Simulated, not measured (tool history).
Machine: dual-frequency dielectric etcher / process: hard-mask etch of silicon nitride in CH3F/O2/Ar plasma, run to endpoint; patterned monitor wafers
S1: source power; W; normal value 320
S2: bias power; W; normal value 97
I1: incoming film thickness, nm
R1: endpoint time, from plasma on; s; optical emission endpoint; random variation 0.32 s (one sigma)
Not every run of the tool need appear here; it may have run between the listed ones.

{"run": 1, "day": 0.0, "S1": 320, "S2": 113, "I1": 28.81, "R1": 45.2}
{"run": 2, "day": 2.112, "S1": 320, "S2": 113, "I1": 28.93, "R1": 45.4}
{"run": 3, "day": 4.258, "S1": 320, "S2": 113, "I1": 29.03, "R1": 45.3}
{"day": 5.471, "done": "wet clean of the chamber"}
{"run": 4, "day": 6.696, "S1": 320, "S2": 97, "I1": 28.91, "R1": 46.8}
{"run": 5, "day": 10.871, "S1": 260, "S2": 97, "I1": 29.05, "R1": 50.9}
{"day": 13.417, "done": "source power generator calibrated"}
{"run": 6, "day": 14.071, "S1": 260, "S2": 97, "I1": 28.7, "R1": 49.9}
{"day": 14.404, "done": "bias power generator calibrated"}
{"run": 7, "day": 16.592, "S1": 350, "S2": 108, "I1": 29.1, "R1": 43.9}
{"run": 8, "day": 20.058, "S1": 270, "S2": 110, "I1": 28.59, "R1": 46.9}
{"run": 9, "day": 22.958, "S1": 250, "S2": 83, "I1": 28.69, "R1": 54.4}
{"day": 24.158, "done": "upper electrode replaced"}
{"run": 10, "day": 25.821, "S1": 320, "S2": 97, "I1": 28.67, "R1": 47.4}

Run 11 is up next; what results do you expect?
{"run": 11, "day": 28.95, "S1": 280, "S2": 79, "I1": 28.63, "R1": "?"}

Run 11 produced R1 53.8 s.
Had the tool carried no hidden state, the very same run would have given R1 51.8 s.

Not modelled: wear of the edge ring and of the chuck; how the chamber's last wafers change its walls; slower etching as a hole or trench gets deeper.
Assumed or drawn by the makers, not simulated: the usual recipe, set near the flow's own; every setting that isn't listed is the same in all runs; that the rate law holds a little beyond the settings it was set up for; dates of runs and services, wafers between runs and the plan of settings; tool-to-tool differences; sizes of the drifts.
